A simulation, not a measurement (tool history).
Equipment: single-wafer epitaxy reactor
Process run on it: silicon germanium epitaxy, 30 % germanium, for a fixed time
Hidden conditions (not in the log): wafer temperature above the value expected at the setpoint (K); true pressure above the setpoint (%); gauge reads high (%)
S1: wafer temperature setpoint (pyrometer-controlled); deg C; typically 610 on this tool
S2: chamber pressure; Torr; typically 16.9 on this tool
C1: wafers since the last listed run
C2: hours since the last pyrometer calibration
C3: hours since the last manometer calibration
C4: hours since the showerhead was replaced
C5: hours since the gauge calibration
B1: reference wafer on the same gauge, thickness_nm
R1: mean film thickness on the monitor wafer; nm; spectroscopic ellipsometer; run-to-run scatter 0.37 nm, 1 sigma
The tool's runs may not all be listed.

run 1 hour=0 | S1=610 S2=18.9 | C1=0 C2=852.4 C3=1887.5 C4=3064.3 C5=853.3 | B1=63.45 | R1=64.608
run 2 hour=57.6 | S1=616 S2=16.9 | C1=1261 C2=910 C3=1945.1 C4=3121.9 C5=910.9 | B1=63.388 | R1=69.978
-- hour=141.1 pyrometer calibrated
run 3 hour=199.5 | S1=616 S2=16.9 | C1=2931 C2=58.4 C3=2087 C4=3263.8 C5=1052.8 | B1=63.389 | R1=72.424
run 4 hour=227.4 | S1=610 S2=16.9 | C1=610 C2=86.3 C3=2114.9 C4=3291.7 C5=1080.7 | B1=63.355 | R1=64.364
run 5 hour=295.2 | S1=610 S2=16.9 | C1=1484 C2=154.1 C3=2182.7 C4=3359.5 C5=1148.5 | B1=63.496 | R1=64.418
run 6 hour=328.2 | S1=610 S2=16.9 | C1=722 C2=187.1 C3=2215.7 C4=3392.5 C5=1181.5 | B1=63.427 | R1=64.753
run 7 hour=537.8 | S1=610 S2=16.9 | C1=4588 C2=396.7 C3=2425.3 C4=3602.1 C5=1391.1 | B1=63.3 | R1=63.934
run 8 hour=563.3 | S1=610 S2=16.9 | C1=558 C2=422.2 C3=2450.8 C4=3627.6 C5=1416.6 | B1=63.38 | R1=64.187
run 9 hour=609.6 | S1=615 S2=13.8 | C1=1013 C2=468.5 C3=2497.1 C4=3673.9 C5=1462.9 | B1=63.525 | R1=66.167
run 10 hour=667.3 | S1=615 S2=13.8 | C1=1263 C2=526.2 C3=2554.8 C4=3731.6 C5=1520.6 | B1=63.53 | R1=64.823
run 11 hour=712.7 | S1=601 S2=16.9 | C1=993 C2=571.6 C3=2600.2 C4=3777 C5=1566 | B1=63.432 | R1=52.108
run 12 hour=764.7 | S1=610 S2=16.9 | C1=1138 C2=623.6 C3=2652.2 C4=3829 C5=1618 | B1=63.425 | R1=63.957
-- hour=771.5 gauge calibrated
run 13 hour=801.4 | S1=618 S2=13.2 | C1=803 C2=660.3 C3=2688.9 C4=3865.7 C5=29.9 | B1=63.422 | R1=68.779
-- hour=821.3 capacitance manometer re-zeroed and calibrated
run 14 hour=870.1 | S1=615 S2=18.3 | C1=1328 C2=729 C3=48.8 C4=3934.4 C5=98.6 | B1=63.349 | R1=73.774
run 15 hour=897.3 | S1=610 S2=16.9 | C1=595 C2=756.2 C3=76 C4=3961.6 C5=125.8 | B1=63.363 | R1=64.945
run 16 hour=949.2 | S1=618 S2=12.8 | C1=1136 C2=808.1 C3=127.9 C4=4013.5 C5=177.7 | B1=63.269 | R1=69.04
run 17 hour=1004 | S1=603 S2=20.6 | C1=1199 C2=862.9 C3=182.7 C4=4068.3 C5=232.5 | B1=63.292 | R1=59.403
-- hour=1049.7 showerhead replaced
run 18 hour=1059.7 | S1=610 S2=16.9 | C1=1044 C2=918.6 C3=238.4 C4=10 C5=288.2 | B1=63.363 | R1=64.199
run 19 hour=1125 | S1=615 S2=16.9 | C1=1429 C2=983.9 C3=303.7 C4=75.3 C5=353.5 | B1=63.414 | R1=70.079
run 20 hour=1187.4 | S1=614 S2=16.9 | C1=1366 C2=1046.3 C3=366.1 C4=137.7 C5=415.9 | B1=63.31 | R1=68.492
run 21 hour=1241.3 | S1=600 S2=14 | C1=1180 C2=1100.2 C3=420 C4=191.6 C5=469.8 | B1=63.476 | R1=47.574
run 22 hour=1293.1 | S1=603 S2=20.4 | C1=1134 C2=1152 C3=471.8 C4=243.4 C5=521.6 | B1=63.374 | R1=58.167

Estimate the outcome of run 23 from the log above:
-- hour=1320.6 pyrometer calibrated
run 23 hour=1321.1 | S1=616 S2=16.9 | C1=437 C2=0.5 C3=499.8 C4=271.4 C5=549.6 | B1=? | R1=?

Run 23 yielded B1 63.452, R1 73.448 nm.
Without the tool's hidden state the same run would have given R1 74.484 nm.
